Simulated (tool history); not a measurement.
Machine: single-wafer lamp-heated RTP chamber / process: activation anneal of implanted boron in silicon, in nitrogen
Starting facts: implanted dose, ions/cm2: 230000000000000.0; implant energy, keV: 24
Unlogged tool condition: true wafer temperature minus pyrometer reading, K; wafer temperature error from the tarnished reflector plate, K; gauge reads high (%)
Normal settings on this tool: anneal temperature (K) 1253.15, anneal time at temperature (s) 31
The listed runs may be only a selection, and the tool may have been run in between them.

run,hour,anneal temperature (K),anneal time at temperature (s),wafers since the last listed run,wafers since the last pyrometer calibration,wafers since the reflector plate was cleaned,hours since the gauge calibration,"read-back reference wafer on the same gauge, sheet resistance",sheet resistance of the implanted and annealed layer (ohm/square)
1,0,1253.15,31,0,7204,4397,327.8,311.04,355.19
2,14.4,1253.15,31,120,7324,4518,342.2,311.11,355.42
3,25.1,1231.15,31,89,7413,4607,352.9,311.03,378.94
4,32.7,1253.15,31,63,7477,4671,360.5,310.7,354.37
5,48.6,1253.15,31,132,7610,4803,376.4,311.12,354.06
6,64.3,1253.15,31,131,7741,4935,392.1,310.85,354.3
7,114.2,1253.15,31,416,8158,5351,442,310.87,353.96
8,124.5,1253.15,44,86,8244,5437,452.3,311.03,351.49
9,137.9,1253.15,44,111,8356,5549,465.7,310.82,352.65
10,154.6,1253.15,44,139,8495,5689,482.4,310.83,352.47
11,170.8,1253.15,31,135,8631,5824,498.6,310.96,353.29
12,181.4,1253.15,31,88,8719,5913,509.2,311.07,354.05
13,188.6,1253.15,31,60,8779,5973,516.4,310.92,353.36
14,196.1,1253.15,31,62,8842,6036,523.9,311.08,353.51
15,211.1,1239.15,26,125,8967,6161,538.9,311.03,366
16,219.9,1239.15,26,73,9041,6234,547.7,310.89,367.05
17,226.6,1244.15,31,55,9097,6290,554.4,311.17,359.64
18,240.5,1267.15,49,116,9213,6407,568.3,310.99,345.48
19,249.8,1270.15,48,77,9291,6484,577.6,310.99,346
20,264.7,1279.15,25,124,9415,6609,592.5,311.23,345.42
# hour 275.8: gauge calibrated
21,276.1,1277.15,46,95,9510,6704,0.3,310.89,345.36
# hour 293.8: pyrometer window cleaned and pyrometer calibrated
22,294.3,1253.15,31,85,4,6789,18.5,311.03,353.54
23,307.6,1253.15,31,111,115,6900,31.8,311.05,353.05
24,320.3,1253.15,31,106,221,7006,44.5,311.08,353.41
25,354.9,1266.15,24,289,510,7296,79.1,310.95,348.94
26,366.7,1253.15,44,98,609,7394,90.9,311.11,350.11
27,381,1253.15,31,119,728,7514,105.2,310.98,351.83
28,390.8,1283.15,25,81,810,7595,115,310.81,346.02
29,400.1,1261.15,24,77,888,7673,124.3,310.9,349.43
# hour 410.6: reflector plate cleaned
30,411,1261.15,39,24,912,3,135.2,311.14,350.27
31,419.5,1253.15,31,71,983,74,143.7,311.09,356.55
32,435,1253.15,44,129,1112,204,159.2,310.91,352.44
33,451.7,1226.15,14,139,1252,343,175.9,311.04,408.74
34,458,1279.15,18,52,1305,396,182.2,310.95,348.07
35,505.1,1253.15,37,393,1698,789,229.3,310.9,354.26
36,518.3,1238.15,17,110,1808,900,242.5,311.08,378.01

Consider 5 possible next runs. They are alternatives, not a sequence: every one starts from the tool as it was left by run 36. What does each give?
A,518.7,1253.15,31,3,1812,903,242.9,?,?
B,518.7,1234.15,43,3,1812,903,242.9,?,?
C,518.7,1270.15,26,3,1812,903,242.9,?,?
D,518.7,1265.15,42,3,1812,903,242.9,?,?
E,518.7,1282.15,37,3,1812,903,242.9,?,?

run,"read-back reference wafer on the same gauge, sheet resistance",sheet resistance of the implanted and annealed layer (ohm/square)
A,311.1,355
B,311.1,370.98
C,311.1,347.87
D,311.1,347.73
E,311.1,344.47
What these runs would have given with no unlogged condition in the tool:
run,sheet resistance of the implanted and annealed layer (ohm/square)
A,355.91
B,372.83
C,348.27
D,348.17
E,344.64
